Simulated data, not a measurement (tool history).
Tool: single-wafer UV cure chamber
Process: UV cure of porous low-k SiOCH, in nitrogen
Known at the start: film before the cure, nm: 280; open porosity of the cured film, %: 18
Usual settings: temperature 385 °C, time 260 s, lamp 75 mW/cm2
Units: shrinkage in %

| run | hour | temperature | time | lamp | shrinkage |
|---|---|---|---|---|---|
| 1 | 0.0 | 372 | 260 | 84 | 8.536 |
|  | 49.5 | quartz window cleaned |
| 2 | 72.3 | 385 | 260 | 75 | 8.755 |
| 3 | 166.4 | 385 | 260 | 62 | 7.290 |
|  | 257.1 | quartz window cleaned |
| 4 | 257.6 | 385 | 260 | 62 | 7.795 |
| 5 | 309.0 | 385 | 260 | 62 | 7.350 |
|  | 368.9 | UV bulbs replaced |
| 6 | 399.6 | 385 | 260 | 75 | 9.533 |
|  | 455.0 | quartz window cleaned |
| 7 | 457.4 | 385 | 260 | 75 | 10.227 |
| 8 | 514.7 | 370 | 340 | 42 | 8.456 |

The next listed run, before its measurement:
| 9 | 604.0 | 373 | 260 | 75 | ? |

Run 9 gave shrinkage 9.333 %.
Without the tool's hidden state the same run would have given shrinkage 10.256 %.
